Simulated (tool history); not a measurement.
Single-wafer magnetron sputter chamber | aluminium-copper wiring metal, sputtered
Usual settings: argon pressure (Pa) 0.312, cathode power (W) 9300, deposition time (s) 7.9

run	day	argon pressure (Pa)	cathode power (W)	deposition time (s)	wafers since the last listed run	wafers on the sputter target	hours since the last manometer calibration	hours since the magnet pack was replaced	hours since the gauge calibration	read-back reference wafer on the same gauge, thickness_nm	mean film thickness on the monitor wafer (nm)
1	0	0.312	10500	7.9	0	8184	751.6	5796.3	984.6	151.993	150.855
2	1.788	0.216	9300	7.9	1746	9930	794.5	5839.2	1027.5	152.053	136.497
# day 3.338: sputter target and shields replaced
3	5.496	0.312	9300	7.9	3297	2109	883.5	5928.2	1116.5	152.035	134.922
4	6.812	0.312	9300	7.9	1286	3396	915.1	5959.8	1148.1	151.715	135.39
5	9.342	0.312	9300	7.9	2471	5867	975.8	6020.5	1208.8	152.08	134.097
6	12.204	0.393	7450	7.9	2797	8664	1044.5	6089.2	1277.5	152.132	103.001
7	13.483	0.393	7450	7.9	1249	9914	1075.2	6119.9	1308.2	151.804	101.565
# day 14.592: sputter target and shields replaced
8	16.017	0.393	7450	7.9	2149	1392	1136	6180.7	1369	152.021	104.927
9	18.271	0.312	10550	7.9	2202	3595	1190.1	6234.8	1423.1	151.997	153.314
# day 18.917: gauge calibrated
10	19.404	0.312	10550	7.9	1107	4702	1217.3	6262	11.7	152.157	152.217
11	22.35	0.312	10550	7.9	2878	7581	1288	6332.7	82.4	151.71	150.523
# day 23.604: magnet pack replaced
12	24.296	0.312	9300	8.82	1575	9156	1334.7	16.6	129.1	152.099	147.052
# day 24.992: sputter target and shields replaced
13	25.433	0.312	9300	7.44	785	433	1362	43.9	156.4	152.005	128.865
14	26.988	0.312	9300	8.76	1518	1952	1399.3	81.2	193.7	152.035	150.628
# day 28.792: capacitance manometer re-zeroed and calibrated
15	29.217	0.312	9300	8.51	1852	3804	10.2	134.7	247.2	151.932	146.102
16	30.85	0.312	9300	7.9	1596	5400	49.4	173.9	286.4	151.838	134.853
17	31.879	0.215	9300	7.9	1005	6406	74.1	198.6	311.1	151.71	139.119
# day 35.475: sputter target and shields replaced
18	37.117	0.312	7850	7.9	4792	1603	199.8	324.3	436.8	152.081	113.727
19	39.354	0.244	9300	7.9	2186	3789	253.5	378	490.5	152.018	138.37
20	41.567	0.399	9950	6.88	2162	5951	306.6	431.1	543.6	151.89	120.6
21	43.829	0.374	8050	9.26	2210	8162	360.9	485.4	597.9	151.859	131.505
22	45.467	0.312	9300	7.44	1600	9762	400.2	524.7	637.2	152.03	123.417
# day 46.525: sputter target and shields replaced
23	47.183	0.208	10200	8.45	1351	642	441.4	565.9	678.4	151.978	166.513
24	49.938	0.208	10200	8.45	2691	3334	507.5	632	744.5	152.166	165.7
25	52.146	0.384	10850	6.98	2157	5492	560.5	685	797.5	152.062	135.295
26	55.058	0.198	10550	6.58	2846	8338	630.4	754.9	867.4	152.054	131.143

Forecast each of these 5 alternatives for the next run:
A	55.075	0.312	9300	8.44	16	8354	630.8	755.3	867.8	?	?
B	55.075	0.312	8600	7.9	16	8354	630.8	755.3	867.8	?	?
C	55.075	0.312	8250	7.9	16	8354	630.8	755.3	867.8	?	?
D	55.075	0.312	10150	9.4	16	8354	630.8	755.3	867.8	?	?
E	55.075	0.312	10400	8.61	16	8354	630.8	755.3	867.8	?	?

run	read-back reference wafer on the same gauge, thickness_nm	mean film thickness on the monitor wafer (nm)
A	152.033	143.374
B	152.033	124.099
C	152.033	119.049
D	152.033	174.276
E	152.033	163.561
Without the tool's hidden state the same runs would have given:
run	mean film thickness on the monitor wafer (nm)
A	146.955
B	127.199
C	122.023
D	178.63
E	167.647
